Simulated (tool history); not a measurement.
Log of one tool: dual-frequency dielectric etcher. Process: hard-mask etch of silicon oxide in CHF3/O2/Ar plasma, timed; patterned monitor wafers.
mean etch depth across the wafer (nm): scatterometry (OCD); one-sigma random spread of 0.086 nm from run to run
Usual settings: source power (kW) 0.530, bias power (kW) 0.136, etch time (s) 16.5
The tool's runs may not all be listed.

run,hour,source power (kW),bias power (kW),etch time (s),wafers since the last listed run,hours since the last wet clean,hours since the last source power generator calibration,hours since the last bias power generator calibration,hours since the last upper electrode change,hours since the gauge calibration,"read-back reference wafer on the same gauge, depth_nm",mean etch depth across the wafer (nm)
1,0.0,0.500,0.136,15.0,0,425.4,639.7,2105.1,2440.1,28.4,26.80,26.99
# hour 59.8: wet clean of the chamber
2,107.1,0.530,0.136,15.0,1313,47.3,746.8,2212.2,2547.2,135.5,26.78,26.90
3,192.6,0.530,0.136,16.5,1351,132.8,832.3,2297.7,2632.7,221.0,26.82,29.73
4,275.5,0.530,0.136,16.5,1310,215.7,915.2,2380.6,2715.6,303.9,26.82,29.74
5,324.1,0.530,0.136,16.5,768,264.3,963.8,2429.2,2764.2,352.5,26.81,29.85
6,405.0,0.530,0.136,16.5,1278,345.2,1044.7,2510.1,2845.1,433.4,26.78,29.89
# hour 561.4: wet clean of the chamber
7,661.8,0.530,0.136,16.5,3678,100.4,1301.5,2766.9,3101.9,690.2,26.77,29.62
8,779.7,0.530,0.136,16.5,1863,218.3,1419.4,2884.8,3219.8,808.1,26.76,29.60
9,890.6,0.530,0.136,16.5,1752,329.2,1530.3,2995.7,3330.7,919.0,26.82,29.63
10,958.3,0.530,0.136,16.5,1069,396.9,1598.0,3063.4,3398.4,986.7,26.84,29.98
# hour 999.4: wet clean of the chamber
11,999.9,0.530,0.136,16.5,278,0.5,1639.6,3105.0,3440.0,1028.3,26.80,29.09
12,1094.6,0.530,0.136,16.5,1496,95.2,1734.3,3199.7,3534.7,1123.0,26.76,29.29
13,1172.8,0.590,0.136,16.5,1235,173.4,1812.5,3277.9,3612.9,1201.2,26.81,30.39
# hour 1205.9: bias power generator calibrated
14,1225.1,0.590,0.136,16.5,763,225.7,1864.8,19.2,3665.2,1253.5,26.82,30.41
15,1292.5,0.530,0.136,16.5,1065,293.1,1932.2,86.6,3732.6,1320.9,26.81,29.67
16,1356.5,0.530,0.121,16.5,1011,357.1,1996.2,150.6,3796.6,1384.9,26.81,28.87
# hour 1403.9: source power generator calibrated
17,1430.1,0.400,0.166,13.0,1099,430.7,26.2,224.2,3870.2,1458.5,26.83,23.10
# hour 1445.0: gauge calibrated
# hour 1468.4: wet clean of the chamber
18,1472.7,0.420,0.136,16.5,293,4.3,68.8,266.8,3912.8,27.7,26.79,27.91
19,1555.6,0.530,0.136,16.5,1310,87.2,151.7,349.7,3995.7,110.6,26.82,29.92
20,1775.1,0.530,0.136,16.5,3468,306.7,371.2,569.2,4215.2,330.1,26.80,30.20
# hour 1851.2: upper electrode replaced
21,1851.7,0.640,0.136,16.5,831,383.3,447.8,645.8,0.5,406.7,26.78,31.87
22,1939.1,0.600,0.164,16.5,1381,470.7,535.2,733.2,87.9,494.1,26.80,32.88
# hour 1977.3: wet clean of the chamber
23,1984.6,0.460,0.136,21.0,339,7.3,580.7,778.7,133.4,539.6,26.81,36.07
24,2057.7,0.650,0.136,12.5,1155,80.4,653.8,851.8,206.5,612.7,26.80,23.74
25,2201.7,0.530,0.136,16.5,2275,224.4,797.8,995.8,350.5,756.7,26.79,29.73
26,2308.8,0.460,0.120,16.5,1692,331.5,904.9,1102.9,457.6,863.8,26.81,27.90
27,2379.3,0.530,0.115,14.0,1114,402.0,975.4,1173.4,528.1,934.3,26.80,24.58
28,2432.9,0.430,0.147,19.5,847,455.6,1029.0,1227.0,581.7,987.9,26.78,34.13
29,2474.6,0.480,0.109,16.5,658,497.3,1070.7,1268.7,623.4,1029.6,26.78,28.06
30,2520.6,0.490,0.119,14.5,726,543.3,1116.7,1314.7,669.4,1075.6,26.80,25.12

Here are 3 independent what-if runs from the current tool condition. What would each one return?
A,2521.0,0.530,0.136,16.5,6,543.7,1117.1,1315.1,669.8,1076.0,?,?
B,2521.0,0.630,0.136,16.5,6,543.7,1117.1,1315.1,669.8,1076.0,?,?
C,2521.0,0.440,0.112,20.0,6,543.7,1117.1,1315.1,669.8,1076.0,?,?

run,"read-back reference wafer on the same gauge, depth_nm",mean etch depth across the wafer (nm)
A,26.84,30.16
B,26.84,31.72
C,26.84,33.25
Had the tool no hidden state, the same runs would have come out as:
run,mean etch depth across the wafer (nm)
A,29.67
B,31.21
C,32.72

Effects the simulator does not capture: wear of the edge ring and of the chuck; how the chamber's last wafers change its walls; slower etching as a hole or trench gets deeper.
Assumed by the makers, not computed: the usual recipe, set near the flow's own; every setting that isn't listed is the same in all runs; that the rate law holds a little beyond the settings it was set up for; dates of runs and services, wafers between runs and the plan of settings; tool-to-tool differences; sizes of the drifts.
